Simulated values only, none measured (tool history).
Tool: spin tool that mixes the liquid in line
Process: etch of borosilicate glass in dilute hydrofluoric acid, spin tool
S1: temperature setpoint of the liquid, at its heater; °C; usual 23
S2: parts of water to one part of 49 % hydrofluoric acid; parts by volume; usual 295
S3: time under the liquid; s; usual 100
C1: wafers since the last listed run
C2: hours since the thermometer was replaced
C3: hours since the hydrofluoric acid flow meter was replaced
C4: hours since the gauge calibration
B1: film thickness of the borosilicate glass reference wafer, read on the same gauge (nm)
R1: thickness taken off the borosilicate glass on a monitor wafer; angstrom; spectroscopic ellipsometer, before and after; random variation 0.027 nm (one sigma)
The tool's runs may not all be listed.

run   hour    S1   S2   S3    C1      C2      C3     C4      B1     R1
  1      0    23  295  100     0  1425.6  2311.8  203.2  119.97   78.6
  2   30.6    23  295   55   329  1456.2  2342.4  233.8     120   43.3
  3   55.2  26.5  295  100   264  1480.8    2367  258.4  120.01   88.7
  4   72.1  26.5  295  100   181  1497.7  2383.9  275.3  119.99   88.5
  5   98.3  21.5  295  100   281  1523.9  2410.1  301.5  119.98   74.9
  6  121.5  21.5  295  100   249  1547.1  2433.3  324.7  119.95   74.2
  7  133.6    23  375  100   130  1559.2  2445.4  336.8  120.01   57.6
     145.6  -- hydrofluoric acid flow meter replaced
  8  161.7    23  295  100   291  1587.3    16.1  364.9  120.03   78.3
       178  -- thermometer replaced
  9  186.1    23  295  100   251     8.1    40.5  389.3  119.97   78.7
 10  200.3    23  295  100   152    22.3    54.7  403.5  120.01   78.7
 11  216.2  26.5  165  100   171    38.2    70.6  419.4  120.02  183.1
     229.6  -- gauge calibrated
 12  320.5    23  295  100  1122   142.5   174.9   90.9  119.97   78.6
 13  340.6    23  295  100   216   162.6     195    111  120.02     79
 14  364.2    23  180   55   253   186.2   218.6  134.6  120.01   79.9
 15  387.4    23  360  100   249   209.4   241.8  157.8  119.98   60.6
 16  411.5  20.5  440   45   259   233.5   265.9  181.9     120   19.2
 17  424.1  27.5  295  100   135   246.1   278.5  194.5     120     92
 18  449.7    23  390  100   275   271.7   304.1  220.1  119.99   54.7

The tool's hidden state at each run:
liquid colder than its thermometer reads (K): 0 in every run
hydrofluoric acid flow below the setpoint (%): 0 in every run
gauge reads high (%): 0 in every run
